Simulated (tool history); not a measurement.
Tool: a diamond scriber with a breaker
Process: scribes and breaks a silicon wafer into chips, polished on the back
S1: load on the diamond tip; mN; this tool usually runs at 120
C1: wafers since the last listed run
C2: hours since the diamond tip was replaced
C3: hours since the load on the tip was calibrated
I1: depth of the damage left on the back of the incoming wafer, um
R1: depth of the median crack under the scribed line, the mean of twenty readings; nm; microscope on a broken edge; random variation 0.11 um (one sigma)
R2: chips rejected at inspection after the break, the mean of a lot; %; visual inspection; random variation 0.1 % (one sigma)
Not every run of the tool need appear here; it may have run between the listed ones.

run,hour,S1,C1,C2,C3,I1,R1,R2
1,0,120,0,39.2,1154.2,0.03,9570,2.15
2,57.5,120,176,96.7,1211.7,0.05,9350,2.1
3,109.3,120,158,148.5,1263.5,0.02,9410,2.38
4,177.8,120,209,217,1332,0.02,9040,2.67
5,214.3,120,111,253.5,1368.5,0.04,8990,2.97
6,260.9,120,142,300.1,1415.1,0.02,9070,3.19
7,294.6,148,103,333.8,1448.8,0.04,10130,1.98
8,327.6,148,101,366.8,1481.8,0.04,10150,2.08
9,388.1,120,185,427.3,1542.3,0.04,8780,3.27
10,445.5,120,175,484.7,1599.7,0.01,8840,3.68
11,491.1,107,139,530.3,1645.3,0.03,8100,6.34
# hour 522: load on the tip recalibrated
12,558.6,103,200,597.8,36.6,0.01,8040,7.4
# hour 605.4: diamond tip replaced by a new one
13,616.9,120,172,11.5,94.9,0.05,9720,2.06
14,651.3,141,105,45.9,129.3,0.04,10510,2.28
15,722.5,91,218,117.1,200.5,0.03,7800,8.34
16,783.3,120,186,177.9,261.3,0.01,8980,3.05
17,834.5,105,156,229.1,312.5,0.02,8250,6.22
18,876.1,120,127,270.7,354.1,0.05,8990,3.8
19,932.8,154,173,327.4,410.8,0.03,10060,2.28
20,1000.5,86,207,395.1,478.5,0.05,7140,15.79

Forecast each of these 4 alternatives for the next run:
A,1001.1,133,1,395.7,479.1,0.05,?,?
B,1001.1,146,1,395.7,479.1,0.05,?,?
C,1001.1,97,1,395.7,479.1,0.05,?,?
D,1001.1,102,1,395.7,479.1,0.05,?,?

run,R1,R2
A,9140,2.49
B,9680,1.95
C,7560,9.51
D,7790,7.91
Without the tool's hidden state the same runs would have given:
run,R1,R2
A,10430,2.39
B,11050,3.6
C,8620,3.83
D,8880,3.05
